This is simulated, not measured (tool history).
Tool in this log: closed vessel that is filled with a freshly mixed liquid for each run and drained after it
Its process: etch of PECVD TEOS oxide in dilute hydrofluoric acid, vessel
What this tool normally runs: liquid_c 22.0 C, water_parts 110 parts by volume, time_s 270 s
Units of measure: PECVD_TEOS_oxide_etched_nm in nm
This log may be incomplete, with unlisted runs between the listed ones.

run,hour,liquid_c,water_parts,time_s,wafers since the last listed run,hours since the thermometer was replaced,hours since the hydrofluoric acid flow meter was replaced,hours since the gauge calibration,"read-back film thickness of the PECVD TEOS oxide reference wafer, read on the same gauge (nm)",PECVD_TEOS_oxide_etched_nm
1,0.0,22.0,145,155,0,240.3,421.0,206.3,50.02,12.26
2,17.6,26.0,110,390,1441,257.9,438.6,223.9,49.96,49.44
3,41.7,26.0,110,390,1973,282.0,462.7,248.0,49.98,48.88
4,61.3,26.0,110,390,1605,301.6,482.3,267.6,50.02,50.03
5,165.9,22.0,110,270,8566,406.2,586.9,372.2,50.01,29.23
6,229.7,22.0,110,270,5225,470.0,650.7,436.0,49.96,30.03
7,247.4,22.0,110,270,1449,487.7,668.4,453.7,49.99,29.14
# hour 291.1: hydrofluoric acid flow meter replaced
# hour 336.1: thermometer replaced
8,336.6,22.0,110,420,7141,0.5,45.5,542.9,50.03,44.65
# hour 338.9: gauge calibrated
9,427.3,22.0,110,170,7428,91.2,136.2,88.4,50.02,18.47
10,442.0,18.0,140,385,1203,105.9,150.9,103.1,50.03,26.75
11,459.4,25.5,140,180,1425,123.3,168.3,120.5,49.98,16.71
12,493.4,22.0,110,170,2784,157.3,202.3,154.5,49.99,18.39
13,519.1,22.0,65,270,2104,183.0,228.0,180.2,50.00,51.96
14,547.0,26.5,70,125,2285,210.9,255.9,208.1,50.03,26.79

Consider 3 possible next runs. They are alternatives, not a sequence: every one starts from the tool as it was left by run 14. What does each give?
A,547.7,22.0,110,270,57,211.6,256.6,208.8,?,?
B,547.7,18.5,90,135,57,211.6,256.6,208.8,?,?
C,547.7,22.0,165,340,57,211.6,256.6,208.8,?,?

run,"read-back film thickness of the PECVD TEOS oxide reference wafer, read on the same gauge (nm)",PECVD_TEOS_oxide_etched_nm
A,49.99,29.26
B,49.99,15.86
C,49.99,23.09
Without the tool's unlogged condition, the same runs would have read:
run,PECVD_TEOS_oxide_etched_nm
A,28.64
B,15.51
C,22.62

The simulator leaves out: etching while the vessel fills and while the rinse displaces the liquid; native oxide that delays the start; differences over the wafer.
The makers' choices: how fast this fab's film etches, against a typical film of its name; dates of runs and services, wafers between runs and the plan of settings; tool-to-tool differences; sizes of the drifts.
